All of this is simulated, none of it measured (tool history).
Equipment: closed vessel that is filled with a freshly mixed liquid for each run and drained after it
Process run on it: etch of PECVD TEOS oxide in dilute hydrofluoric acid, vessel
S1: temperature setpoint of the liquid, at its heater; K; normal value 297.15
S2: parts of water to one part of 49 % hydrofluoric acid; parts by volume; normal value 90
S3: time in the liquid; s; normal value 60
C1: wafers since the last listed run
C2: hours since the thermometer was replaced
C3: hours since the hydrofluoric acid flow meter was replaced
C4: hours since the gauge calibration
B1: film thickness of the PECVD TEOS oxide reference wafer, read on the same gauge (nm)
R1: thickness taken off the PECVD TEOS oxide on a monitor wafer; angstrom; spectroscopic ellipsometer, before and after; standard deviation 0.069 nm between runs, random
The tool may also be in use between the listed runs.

run    hour      S1   S2  S3     C1      C2      C3     C4     B1     R1
  1       0  297.15   90  60      0   309.2  1626.5  790.3  30.01  129.2
  2    91.8  297.15   90  60   5568     401  1718.3  882.1  29.99  128.5
      100.2  -- gauge calibrated
  3     138  297.15   90  60   2802   447.2  1764.5   37.8  30.01  128.8
  4   405.3  297.15   90  60  16214   714.5  2031.8  305.1  29.99    130
  5   453.3  295.15   90  40   2911   762.5  2079.8  353.1  29.99   79.9
  6   521.2  295.15   90  40   4118   830.4  2147.7    421  29.99   79.7
  7   605.6  297.15   90  60   5119   914.8  2232.1  505.4     30  131.6
  8   668.2  301.65   75  75   3797   977.4  2294.7    568  29.99  242.2
  9   739.5  298.65  115  60   4325  1048.7    2366  639.3  30.01  106.6
 10   817.7  297.15   90  60   4743  1126.9  2444.2  717.5     30  133.3
      898.3  -- hydrofluoric acid flow meter replaced
 11   922.6  297.15   90  60   6302  1231.8    24.3  822.4  29.99  117.7
      963.4  -- gauge calibrated
      967.6  -- thermometer replaced
 12  1029.8  297.15   90  45   6442    62.2   131.5   66.4  30.01   89.3
 13  1122.3  300.15  125  90   5611   154.7     224  158.9  29.99  137.9
 14  1219.9  297.15  110  75   5920   252.3   321.6  256.5  30.01  119.3

3 options for the next run, each taken on its own from the tool as it stands now. Forecast them:
  A  1220.6  297.15   90  60  42  253  322.3  257.2   ?   ?
  B  1220.6  292.15  120  60  42  253  322.3  257.2   ?   ?
  C  1220.6  297.15   90  30  42  253  322.3  257.2   ?   ?

run     B1     R1
  A  29.97  118.6
  B  29.97   70.2
  C  29.97   59.3
With the hidden condition removed and each run's random variation left untouched, the same runs would have given:
run     R1
  A  115.7
  B   68.5
  C   57.9
